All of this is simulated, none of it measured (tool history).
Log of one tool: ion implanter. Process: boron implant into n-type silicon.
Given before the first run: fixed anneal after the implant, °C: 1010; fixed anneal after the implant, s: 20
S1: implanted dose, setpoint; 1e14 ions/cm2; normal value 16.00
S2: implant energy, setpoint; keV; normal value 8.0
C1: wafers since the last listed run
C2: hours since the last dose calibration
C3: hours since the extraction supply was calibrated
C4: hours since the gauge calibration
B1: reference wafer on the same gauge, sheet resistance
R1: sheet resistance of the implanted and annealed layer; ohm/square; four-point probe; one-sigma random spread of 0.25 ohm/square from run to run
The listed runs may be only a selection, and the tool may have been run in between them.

run	hour	S1	S2	C1	C2	C3	C4	B1	R1
1	0.0	12.72	8.0	0	801.6	2105.5	647.1	90.99	117.75
2	85.2	12.72	8.0	1720	886.8	2190.7	732.3	90.96	117.83
3	140.5	16.00	10.0	1116	942.1	2246.0	787.6	91.00	99.69
4	231.8	16.00	10.0	1843	1033.4	2337.3	878.9	91.01	99.49
5	274.7	16.00	9.5	866	1076.3	2380.2	921.8	91.01	101.44
# hour 340.8: Faraday cup replaced and dose calibrated
6	350.7	16.00	9.5	1372	9.9	2456.2	997.8	91.01	103.19
7	546.4	16.00	8.0	3951	205.6	2651.9	1193.5	90.95	110.30
8	651.5	16.00	8.0	2122	310.7	2757.0	1298.6	90.99	110.86
9	687.7	16.00	9.0	730	346.9	2793.2	1334.8	90.96	105.20
10	740.4	16.00	9.0	1064	399.6	2845.9	1387.5	91.05	105.21
11	783.0	17.17	9.5	860	442.2	2888.5	1430.1	91.04	100.65
12	876.3	17.17	9.5	1883	535.5	2981.8	1523.4	90.96	100.50
13	937.1	12.42	8.0	1227	596.3	3042.6	1584.2	91.01	120.03
14	1013.1	12.42	8.0	1534	672.3	3118.6	1660.2	91.00	120.02
15	1061.2	16.00	8.0	971	720.4	3166.7	1708.3	90.98	110.19
16	1148.9	16.00	8.0	1770	808.1	3254.4	1796.0	91.00	110.07
17	1228.5	14.60	8.0	1607	887.7	3334.0	1875.6	91.02	112.68
18	1287.0	16.00	10.0	1181	946.2	3392.5	1934.1	90.97	99.97
19	1326.8	19.57	10.0	803	986.0	3432.3	1973.9	91.01	94.17
# hour 1367.3: extraction supply calibrated
20	1379.6	17.97	9.0	904	1038.8	12.3	2026.7	91.04	102.47
21	1474.5	18.96	6.5	1916	1133.7	107.2	2121.6	90.96	118.96
22	1542.7	16.00	8.0	1377	1201.9	175.4	2189.8	91.03	110.82
23	1624.5	18.07	6.5	1651	1283.7	257.2	2271.6	91.01	119.40

For run 24, what comes out?
# hour 1644.3: Faraday cup replaced and dose calibrated
24	1718.1	12.64	8.0	1728	73.8	350.8	2365.2	?	?

Run 24 gave B1 91.00, R1 121.49 ohm/square.
Without the tool's hidden state the same run would have given R1 122.18 ohm/square.
